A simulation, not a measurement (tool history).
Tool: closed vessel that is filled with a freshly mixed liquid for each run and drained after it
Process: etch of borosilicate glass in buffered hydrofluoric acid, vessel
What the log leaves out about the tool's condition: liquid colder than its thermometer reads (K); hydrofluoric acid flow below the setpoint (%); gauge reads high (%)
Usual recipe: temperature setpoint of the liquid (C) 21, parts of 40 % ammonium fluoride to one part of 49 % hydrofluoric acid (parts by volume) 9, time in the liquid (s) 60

run	hour	temperature setpoint of the liquid (C)	parts of 40 % ammonium fluoride to one part of 49 % hydrofluoric acid (parts by volume)	time in the liquid (s)	wafers since the last listed run	hours since the thermometer was replaced	hours since the hydrofluoric acid flow meter was replaced	hours since the gauge calibration	read-back film thickness of the borosilicate glass reference wafer, read on the same gauge (nm)	thickness taken off the borosilicate glass on a monitor wafer (nm)
1	0	17	9	60	0	2646.5	292.4	677.7	69.99	46.45
2	25.8	23.5	9	60	2126	2672.3	318.2	703.5	69.98	66.19
# hour 34.4: thermometer replaced
3	43.4	23.5	9	60	1368	9	335.8	721.1	70.03	76.92
4	69.8	21	9	60	2175	35.4	362.2	747.5	70	67.25
5	98.3	21	9	60	2348	63.9	390.7	776	70.01	66.84
6	116	21	9	60	1458	81.6	408.4	793.7	70	67.17
7	134.1	21	7.5	60	1491	99.7	426.5	811.8	70	81.88
8	169.3	21	7.5	60	2901	134.9	461.7	847	69.98	81.29
# hour 200.7: hydrofluoric acid flow meter replaced
9	203.4	21	7.5	60	2727	169	2.7	881.1	69.96	82.69
10	218.7	21	9	60	1260	184.3	18	896.4	69.99	66.81
11	251.3	21	9	35	2686	216.9	50.6	929	70.02	39.27
12	277	22.5	5.5	75	2118	242.6	76.3	954.7	70.01	149.07
13	291.7	21	9	60	1211	257.3	91	969.4	69.99	66.56
14	333.4	17	9	50	3436	299	132.7	1011.1	69.99	44.49
15	362.6	21	9	60	2406	328.2	161.9	1040.3	70.01	66.28
16	377.8	17.5	6	30	1252	343.4	177.1	1055.5	69.97	41.37
17	392.3	25.5	5.5	60	1195	357.9	191.6	1070	70.01	138.02
18	407.1	23	9	60	1219	372.7	206.4	1084.8	70.01	73.61
19	433.5	21	9	60	2175	399.1	232.8	1111.2	69.98	64.93
# hour 456.7: gauge calibrated
20	459.6	25	10.5	80	2151	425.2	258.9	2.9	70	96.45
21	473.1	21	9	60	1112	438.7	272.4	16.4	69.99	66.64
22	488.4	17	8	85	1260	454	287.7	31.7	69.98	84.26
23	530.3	21	5.5	50	3453	495.9	329.6	73.6	70	89.66
24	543.2	21	9	60	1063	508.8	342.5	86.5	69.98	65.85
25	575.8	21	9	80	2686	541.4	375.1	119.1	70.02	86.54
26	645.3	21	7	60	5727	610.9	444.6	188.6	70.01	85.2
27	672.4	24.5	6.5	85	2233	638	471.7	215.7	69.99	155.75
28	705.3	21	9	60	2711	670.9	504.6	248.6	69.99	65.62
29	722	21	9	60	1376	687.6	521.3	265.3	70.03	65.25
30	742.5	21	5.5	60	1689	708.1	541.8	285.8	70.03	106.26
31	770.3	21	9	85	2291	735.9	569.6	313.6	70.01	92.47
32	785.4	23	7	35	1244	751	584.7	328.7	70	54.69
# hour 788.6: hydrofluoric acid flow meter replaced
33	799.7	23.5	6.5	90	1096	765.3	11.1	343	70.02	155.89
34	821.5	19.5	7	70	1796	787.1	32.9	364.8	70.03	91.07

Take each entry between the runs: how does the hidden state at the last listed run before it differ from the hidden state at the first listed run after it?
Run 2 -> run 3: thermometer replaced (hour 34.4)
  liquid colder than its thermometer reads (K): 2.87 -> 0.0941
  measured minus no-state result, thickness taken off the borosilicate glass on a monitor wafer (nm): -11.1 -> -0.37
Run 8 -> run 9: hydrofluoric acid flow meter replaced (hour 200.7)
  liquid colder than its thermometer reads (K): 0.217 -> 0.25
  measured minus no-state result, thickness taken off the borosilicate glass on a monitor wafer (nm): -0.97 -> -1.13
Run 19 -> run 20: gauge calibrated (hour 456.7)
  liquid colder than its thermometer reads (K): 0.475 -> 0.5
  measured minus no-state result, thickness taken off the borosilicate glass on a monitor wafer (nm): -1.68 -> -2.61
Run 32 -> run 33: hydrofluoric acid flow meter replaced (hour 788.6)
  liquid colder than its thermometer reads (K): 0.818 -> 0.832
  measured minus no-state result, thickness taken off the borosilicate glass on a monitor wafer (nm): -2.46 -> -7.07
